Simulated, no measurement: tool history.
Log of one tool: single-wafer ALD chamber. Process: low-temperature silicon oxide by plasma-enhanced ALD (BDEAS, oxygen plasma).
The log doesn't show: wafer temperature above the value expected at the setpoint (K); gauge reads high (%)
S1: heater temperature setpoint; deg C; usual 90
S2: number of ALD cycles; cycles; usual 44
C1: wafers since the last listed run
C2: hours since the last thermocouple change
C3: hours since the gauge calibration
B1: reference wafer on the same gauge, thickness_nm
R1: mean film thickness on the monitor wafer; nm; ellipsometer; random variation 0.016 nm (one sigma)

{"run": 1, "day": 0.0, "S1": 95, "S2": 48, "C1": 0, "C2": 636.5, "C3": 364.2, "B1": 5.142, "R1": 6.904}
{"day": 0.012, "done": "gauge calibrated"}
{"run": 2, "day": 0.6, "S1": 95, "S2": 48, "C1": 56, "C2": 650.9, "C3": 14.1, "B1": 5.139, "R1": 6.953}
{"run": 3, "day": 1.708, "S1": 95, "S2": 48, "C1": 104, "C2": 677.5, "C3": 40.7, "B1": 5.139, "R1": 6.935}
{"run": 4, "day": 2.55, "S1": 90, "S2": 44, "C1": 79, "C2": 697.7, "C3": 60.9, "B1": 5.139, "R1": 6.493}
{"run": 5, "day": 3.867, "S1": 90, "S2": 44, "C1": 124, "C2": 729.3, "C3": 92.5, "B1": 5.142, "R1": 6.453}
{"run": 6, "day": 4.538, "S1": 90, "S2": 44, "C1": 63, "C2": 745.4, "C3": 108.6, "B1": 5.137, "R1": 6.47}
{"run": 7, "day": 8.317, "S1": 90, "S2": 40, "C1": 357, "C2": 836.1, "C3": 199.3, "B1": 5.138, "R1": 5.91}
{"run": 8, "day": 8.825, "S1": 90, "S2": 40, "C1": 48, "C2": 848.3, "C3": 211.5, "B1": 5.137, "R1": 5.905}
{"run": 9, "day": 9.767, "S1": 94, "S2": 51, "C1": 89, "C2": 870.9, "C3": 234.1, "B1": 5.135, "R1": 7.411}
{"run": 10, "day": 10.975, "S1": 97, "S2": 47, "C1": 114, "C2": 899.9, "C3": 263.1, "B1": 5.139, "R1": 6.737}
{"day": 14.617, "done": "gauge calibrated"}
{"run": 11, "day": 15.246, "S1": 100, "S2": 44, "C1": 403, "C2": 1002.4, "C3": 15.1, "B1": 5.145, "R1": 6.267}
{"run": 12, "day": 16.058, "S1": 90, "S2": 42, "C1": 76, "C2": 1021.9, "C3": 34.6, "B1": 5.143, "R1": 6.194}
{"run": 13, "day": 16.604, "S1": 85, "S2": 35, "C1": 51, "C2": 1035.0, "C3": 47.7, "B1": 5.136, "R1": 5.261}
{"day": 17.983, "done": "thermocouple changed; heater temperature recalibrated"}
{"run": 14, "day": 20.396, "S1": 90, "S2": 44, "C1": 327, "C2": 57.9, "C3": 138.7, "B1": 5.142, "R1": 6.435}
{"run": 15, "day": 21.133, "S1": 81, "S2": 46, "C1": 69, "C2": 75.6, "C3": 156.4, "B1": 5.142, "R1": 6.937}
{"run": 16, "day": 21.925, "S1": 90, "S2": 44, "C1": 74, "C2": 94.6, "C3": 175.4, "B1": 5.143, "R1": 6.445}
{"run": 17, "day": 22.762, "S1": 90, "S2": 49, "C1": 79, "C2": 114.7, "C3": 195.5, "B1": 5.138, "R1": 7.175}

The tool's hidden state at each run:
gauge reads high (%): 0 in every run
H1: wafer temperature above the value expected at the setpoint (K)
run=1 H1=-3.88
run=2 H1=-3.93
run=3 H1=-4.01
run=4 H1=-4.06
run=5 H1=-4.15
run=6 H1=-4.19
run=7 H1=-4.39
run=8 H1=-4.41
run=9 H1=-4.45
run=10 H1=-4.5
run=11 H1=-4.66
run=12 H1=-4.68
run=13 H1=-4.7
run=14 H1=-1.7
run=15 H1=-1.93
run=16 H1=-2.17
run=17 H1=-2.42
